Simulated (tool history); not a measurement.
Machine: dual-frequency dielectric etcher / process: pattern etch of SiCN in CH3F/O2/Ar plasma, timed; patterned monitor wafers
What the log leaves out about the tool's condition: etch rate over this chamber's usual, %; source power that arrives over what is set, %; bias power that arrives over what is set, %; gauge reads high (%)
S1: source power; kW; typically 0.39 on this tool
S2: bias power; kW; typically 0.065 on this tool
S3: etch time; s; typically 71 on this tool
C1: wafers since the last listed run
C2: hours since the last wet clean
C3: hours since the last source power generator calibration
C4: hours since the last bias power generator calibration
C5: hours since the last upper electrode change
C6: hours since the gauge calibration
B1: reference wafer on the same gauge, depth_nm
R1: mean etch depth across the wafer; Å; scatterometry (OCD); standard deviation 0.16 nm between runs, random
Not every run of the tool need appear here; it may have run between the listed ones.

Run 1, hour 0: usual settings; C1 0; C2 0.9; C3 4511; C4 4589.7; C5 4359.7; C6 105.8; B1 24.84. Result: R1 247.5 Å.
Run 2, hour 10.8: usual settings but S2 0.06 kW; C1 104; C2 11.7; C3 4521.8; C4 4600.5; C5 4370.5; C6 116.6; B1 24.8. Result: R1 238.9 Å.
Run 3, hour 22.1: usual settings; C1 109; C2 23; C3 4533.1; C4 4611.8; C5 4381.8; C6 127.9; B1 24.76. Result: R1 247.7 Å.
Run 4, hour 31.9: usual settings; C1 94; C2 32.8; C3 4542.9; C4 4621.6; C5 4391.6; C6 137.7; B1 24.81. Result: R1 247.2 Å.
At hour 44.1: source power generator calibrated.
At hour 66.5: upper electrode replaced.
Run 5, hour 67: usual settings; C1 84; C2 67.9; C3 22.9; C4 4656.7; C5 0.5; C6 172.8; B1 24.79. Result: R1 248.1 Å.
Run 6, hour 67.3: usual settings; C1 2; C2 68.2; C3 23.2; C4 4657; C5 0.8; C6 173.1; B1 24.77. Result: R1 247.9 Å.
Run 7, hour 69.9: usual settings but S1 0.35 kW, S2 0.075 kW; C1 25; C2 70.8; C3 25.8; C4 4659.6; C5 3.4; C6 175.7; B1 24.81. Result: R1 253.7 Å.
Run 8, hour 82.5: usual settings but S1 0.29 kW, S3 80.5 s; C1 121; C2 83.4; C3 38.4; C4 4672.2; C5 16; C6 188.3; B1 24.78. Result: R1 257.2 Å.
Run 9, hour 91.4: usual settings but S1 0.45 kW, S2 0.078 kW, S3 88 s; C1 86; C2 92.3; C3 47.3; C4 4681.1; C5 24.9; C6 197.2; B1 24.76. Result: R1 344.9 Å.
Run 10, hour 102.6: usual settings but S1 0.33 kW; C1 108; C2 103.5; C3 58.5; C4 4692.3; C5 36.1; C6 208.4; B1 24.77. Result: R1 235 Å.
Run 11, hour 118.9: usual settings but S1 0.49 kW, S2 0.071 kW, S3 87 s; C1 157; C2 119.8; C3 74.8; C4 4708.6; C5 52.4; C6 224.7; B1 24.82. Result: R1 334.8 Å.
Run 12, hour 136.3: usual settings but S1 0.48 kW, S3 64.5 s; C1 168; C2 137.2; C3 92.2; C4 4726; C5 69.8; C6 242.1; B1 24.79. Result: R1 239.1 Å.
Run 13, hour 146.2: usual settings; C1 95; C2 147.1; C3 102.1; C4 4735.9; C5 79.7; C6 252; B1 24.84. Result: R1 246.8 Å.
Run 14, hour 153.7: usual settings but S1 0.31 kW; C1 72; C2 154.6; C3 109.6; C4 4743.4; C5 87.2; C6 259.5; B1 24.81. Result: R1 229.3 Å.
Run 15, hour 161.1: usual settings; C1 71; C2 162; C3 117; C4 4750.8; C5 94.6; C6 266.9; B1 24.78. Result: R1 247.4 Å.
Run 16, hour 167.7: usual settings but S1 0.47 kW, S2 0.055 kW, S3 85 s; C1 63; C2 168.6; C3 123.6; C4 4757.4; C5 101.2; C6 273.5; B1 24.79. Result: R1 291.7 Å.
At hour 173.2: bias power generator calibrated.
At hour 206.8: gauge calibrated.
Run 17, hour 213.6: usual settings; C1 404; C2 214.5; C3 169.5; C4 40.4; C5 147.1; C6 6.8; B1 24.78. Result: R1 246.1 Å.
Run 18, hour 230.6: usual settings but S1 0.44 kW, S3 62 s; C1 164; C2 231.5; C3 186.5; C4 57.4; C5 164.1; C6 23.8; B1 24.88. Result: R1 224.6 Å.
Run 19, hour 247.5: usual settings but S1 0.45 kW, S3 82.5 s; C1 163; C2 248.4; C3 203.4; C4 74.3; C5 181; C6 40.7; B1 24.76. Result: R1 302.2 Å.
Run 20, hour 255.1: usual settings but S1 0.32 kW, S2 0.08 kW, S3 65.5 s; C1 73; C2 256; C3 211; C4 81.9; C5 188.6; C6 48.3; B1 24.87. Result: R1 235.1 Å.
Run 21, hour 261.2: usual settings but S3 64.5 s; C1 58; C2 262.1; C3 217.1; C4 88; C5 194.7; C6 54.4; B1 24.79. Result: R1 222.3 Å.
Run 22, hour 277.7: usual settings but S2 0.052 kW; C1 159; C2 278.6; C3 233.6; C4 104.5; C5 211.2; C6 70.9; B1 24.81. Result: R1 226 Å.
Run 23, hour 293.3: usual settings but S1 0.31 kW, S2 0.08 kW; C1 150; C2 294.2; C3 249.2; C4 120.1; C5 226.8; C6 86.5; B1 24.74. Result: R1 252.3 Å.
Run 24, hour 304.6: usual settings but S1 0.47 kW, S2 0.079 kW, S3 87.5 s; C1 109; C2 305.5; C3 260.5; C4 131.4; C5 238.1; C6 97.8; B1 24.78. Result: R1 349.7 Å.
Run 25, hour 316.7: usual settings but S1 0.35 kW, S2 0.052 kW, S3 90 s; C1 116; C2 317.6; C3 272.6; C4 143.5; C5 250.2; C6 109.9; B1 24.8. Result: R1 278 Å.
Run 26, hour 333.2: usual settings but S3 65 s; C1 159; C2 334.1; C3 289.1; C4 160; C5 266.7; C6 126.4; B1 24.79. Result: R1 226.3 Å.
Run 27, hour 348.5: usual settings but S2 0.073 kW, S3 89 s; C1 147; C2 349.4; C3 304.4; C4 175.3; C5 282; C6 141.7; B1 24.81. Result: R1 322 Å.
Run 28, hour 358.6: usual settings but S1 0.32 kW, S3 59.5 s; C1 97; C2 359.5; C3 314.5; C4 185.4; C5 292.1; C6 151.8; B1 24.84. Result: R1 194.3 Å.
Run 29, hour 367: usual settings but S1 0.44 kW, S2 0.071 kW, S3 84.5 s; C1 81; C2 367.9; C3 322.9; C4 193.8; C5 300.5; C6 160.2; B1 24.82. Result: R1 316.2 Å.

What differs in the tool's unlogged condition from the final listed run ahead of each entry between runs to the first listed run following it?
Runs 4 to 5: source power generator calibrated (hour 44.1); upper electrode replaced (hour 66.5)
  nothing in the hidden state changes from one run to the other
Runs 16 to 17: bias power generator calibrated (hour 173.2); gauge calibrated (hour 206.8)
  nothing in the hidden state changes from one run to the other
